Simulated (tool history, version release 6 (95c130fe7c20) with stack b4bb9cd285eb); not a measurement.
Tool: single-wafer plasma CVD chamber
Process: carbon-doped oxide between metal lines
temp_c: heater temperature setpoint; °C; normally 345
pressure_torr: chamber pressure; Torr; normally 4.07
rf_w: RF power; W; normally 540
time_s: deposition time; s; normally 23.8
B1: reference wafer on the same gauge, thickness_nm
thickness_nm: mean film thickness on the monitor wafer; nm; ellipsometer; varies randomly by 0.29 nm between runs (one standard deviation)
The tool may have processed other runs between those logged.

run 1 hour=0 | temp_c=335 pressure_torr=4.07 rf_w=540 time_s=23.8 | B1=148.918 | thickness_nm=133.42
run 2 hour=6.9 | temp_c=345 pressure_torr=4.42 rf_w=580 time_s=23.8 | B1=149.012 | thickness_nm=139.65
run 3 hour=12.9 | temp_c=345 pressure_torr=4.07 rf_w=540 time_s=23.8 | B1=148.885 | thickness_nm=130.184
run 4 hour=22.2 | temp_c=345 pressure_torr=4.07 rf_w=540 time_s=23.8 | B1=148.891 | thickness_nm=129.809
run 5 hour=35.2 | temp_c=345 pressure_torr=4.07 rf_w=540 time_s=23.8 | B1=149.005 | thickness_nm=130.606
run 6 hour=52.4 | temp_c=345 pressure_torr=4.07 rf_w=540 time_s=23.8 | B1=148.941 | thickness_nm=129.821
run 7 hour=67.9 | temp_c=345 pressure_torr=4.07 rf_w=540 time_s=23.8 | B1=149.055 | thickness_nm=129.958
run 8 hour=78 | temp_c=345 pressure_torr=4.07 rf_w=540 time_s=23.8 | B1=148.991 | thickness_nm=130.02
run 9 hour=86.8 | temp_c=336 pressure_torr=4.07 rf_w=580 time_s=23.8 | B1=148.888 | thickness_nm=140.964
run 10 hour=104.4 | temp_c=336 pressure_torr=4.07 rf_w=580 time_s=23.8 | B1=149.177 | thickness_nm=141.127
-- hour=129.6 capacitance manometer re-zeroed and calibrated
run 11 hour=130.1 | temp_c=336 pressure_torr=4.07 rf_w=580 time_s=23.8 | B1=148.92 | thickness_nm=140.738
run 12 hour=132.8 | temp_c=338 pressure_torr=4.74 rf_w=540 time_s=23.8 | B1=148.905 | thickness_nm=135.908
run 13 hour=146.6 | temp_c=345 pressure_torr=4.07 rf_w=540 time_s=23.8 | B1=148.999 | thickness_nm=129.695
run 14 hour=162.5 | temp_c=345 pressure_torr=4.07 rf_w=540 time_s=23.8 | B1=149.05 | thickness_nm=129.648
-- hour=178.6 thermocouple changed; heater temperature recalibrated
run 15 hour=179.1 | temp_c=345 pressure_torr=4.07 rf_w=540 time_s=23.8 | B1=148.937 | thickness_nm=129.114
run 16 hour=187.1 | temp_c=358 pressure_torr=4.72 rf_w=620 time_s=19.3 | B1=148.951 | thickness_nm=116.351
-- hour=197.5 showerhead replaced
run 17 hour=198 | temp_c=349 pressure_torr=3.09 rf_w=620 time_s=20.5 | B1=148.929 | thickness_nm=119.127
run 18 hour=210.9 | temp_c=345 pressure_torr=4.07 rf_w=540 time_s=26.7 | B1=148.96 | thickness_nm=144.855
run 19 hour=225.1 | temp_c=345 pressure_torr=4.07 rf_w=500 time_s=23.8 | B1=149.075 | thickness_nm=120.878

Expected results for the next run?
-- hour=225.6 gauge calibrated
run 20 hour=236.8 | temp_c=331 pressure_torr=4.07 rf_w=585 time_s=27.1 | B1=? | thickness_nm=?

B1: 149.065
thickness_nm: 162.537 nm
With no hidden state in the tool, this same run would have given thickness_nm 176.46 nm.
